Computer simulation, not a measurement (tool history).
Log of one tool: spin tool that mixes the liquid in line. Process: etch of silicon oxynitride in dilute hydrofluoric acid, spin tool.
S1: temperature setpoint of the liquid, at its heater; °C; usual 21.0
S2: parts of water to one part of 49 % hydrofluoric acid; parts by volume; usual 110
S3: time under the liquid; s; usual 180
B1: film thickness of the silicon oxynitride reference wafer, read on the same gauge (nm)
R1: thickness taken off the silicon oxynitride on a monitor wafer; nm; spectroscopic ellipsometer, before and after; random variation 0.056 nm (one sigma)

{"run": 1, "hour": 0.0, "S1": 21.0, "S2": 110, "S3": 180, "B1": 110.01, "R1": 6.27}
{"run": 2, "hour": 80.0, "S1": 21.0, "S2": 110, "S3": 180, "B1": 110.0, "R1": 6.4}
{"run": 3, "hour": 171.5, "S1": 22.5, "S2": 110, "S3": 180, "B1": 110.02, "R1": 6.77}
{"run": 4, "hour": 271.6, "S1": 24.5, "S2": 110, "S3": 180, "B1": 109.99, "R1": 7.4}
{"run": 5, "hour": 345.5, "S1": 24.5, "S2": 110, "S3": 180, "B1": 109.99, "R1": 7.54}
{"run": 6, "hour": 396.0, "S1": 21.0, "S2": 110, "S3": 180, "B1": 110.01, "R1": 6.29}
{"run": 7, "hour": 470.0, "S1": 21.0, "S2": 110, "S3": 180, "B1": 110.0, "R1": 6.29}
{"run": 8, "hour": 560.7, "S1": 21.0, "S2": 110, "S3": 180, "B1": 109.99, "R1": 6.33}
{"run": 9, "hour": 610.8, "S1": 24.5, "S2": 140, "S3": 180, "B1": 110.01, "R1": 5.75}
{"run": 10, "hour": 692.1, "S1": 24.5, "S2": 140, "S3": 180, "B1": 109.99, "R1": 5.66}
{"run": 11, "hour": 942.1, "S1": 21.0, "S2": 110, "S3": 130, "B1": 109.99, "R1": 4.59}
{"run": 12, "hour": 984.0, "S1": 25.0, "S2": 135, "S3": 180, "B1": 109.98, "R1": 6.01}
{"run": 13, "hour": 1067.8, "S1": 24.5, "S2": 110, "S3": 135, "B1": 110.0, "R1": 5.53}
{"run": 14, "hour": 1120.9, "S1": 18.0, "S2": 110, "S3": 180, "B1": 109.98, "R1": 5.44}
{"run": 15, "hour": 1361.9, "S1": 21.0, "S2": 110, "S3": 180, "B1": 110.0, "R1": 6.41}
{"run": 16, "hour": 1438.5, "S1": 17.0, "S2": 155, "S3": 140, "B1": 109.99, "R1": 2.77}
{"run": 17, "hour": 1503.4, "S1": 19.5, "S2": 65, "S3": 180, "B1": 109.98, "R1": 10.34}
{"run": 18, "hour": 1558.0, "S1": 21.0, "S2": 140, "S3": 70, "B1": 109.99, "R1": 1.89}
{"run": 19, "hour": 1609.9, "S1": 17.0, "S2": 135, "S3": 150, "B1": 110.01, "R1": 3.46}
{"run": 20, "hour": 1714.3, "S1": 21.0, "S2": 110, "S3": 180, "B1": 109.99, "R1": 6.26}
{"run": 21, "hour": 1820.2, "S1": 19.0, "S2": 135, "S3": 275, "B1": 110.0, "R1": 7.01}
{"run": 22, "hour": 1857.4, "S1": 21.0, "S2": 110, "S3": 285, "B1": 110.02, "R1": 9.9}
{"run": 23, "hour": 1910.7, "S1": 21.0, "S2": 110, "S3": 180, "B1": 110.01, "R1": 6.29}
{"run": 24, "hour": 1998.9, "S1": 21.0, "S2": 135, "S3": 180, "B1": 110.0, "R1": 5.06}
{"run": 25, "hour": 2036.8, "S1": 21.0, "S2": 110, "S3": 270, "B1": 110.0, "R1": 9.54}
{"run": 26, "hour": 2128.6, "S1": 21.0, "S2": 110, "S3": 180, "B1": 110.0, "R1": 6.34}
{"run": 27, "hour": 2379.7, "S1": 24.0, "S2": 150, "S3": 180, "B1": 110.0, "R1": 5.18}
{"run": 28, "hour": 2442.9, "S1": 25.5, "S2": 110, "S3": 180, "B1": 109.99, "R1": 7.89}
{"run": 29, "hour": 2545.8, "S1": 17.0, "S2": 135, "S3": 95, "B1": 110.01, "R1": 2.23}
{"run": 30, "hour": 2611.0, "S1": 21.0, "S2": 110, "S3": 180, "B1": 109.98, "R1": 6.35}
{"run": 31, "hour": 2651.8, "S1": 17.0, "S2": 110, "S3": 290, "B1": 110.0, "R1": 8.35}
{"run": 32, "hour": 2730.8, "S1": 21.0, "S2": 110, "S3": 180, "B1": 110.0, "R1": 6.29}

Taken out of this log: 4 entries between the listed runs. Where each belongs, and how the hidden state differs across it:
Between runs 9 and 10: gauge calibrated (hour 641.3)
  no hidden state differs between the two runs
Between runs 10 and 11: hydrofluoric acid flow meter replaced (hour 920.8)
  no hidden state differs between the two runs
Between runs 14 and 15: thermometer replaced (hour 1298.5)
  no hidden state differs between the two runs
Between runs 24 and 25: hydrofluoric acid flow meter replaced (hour 2006.6)
  no hidden state differs between the two runs

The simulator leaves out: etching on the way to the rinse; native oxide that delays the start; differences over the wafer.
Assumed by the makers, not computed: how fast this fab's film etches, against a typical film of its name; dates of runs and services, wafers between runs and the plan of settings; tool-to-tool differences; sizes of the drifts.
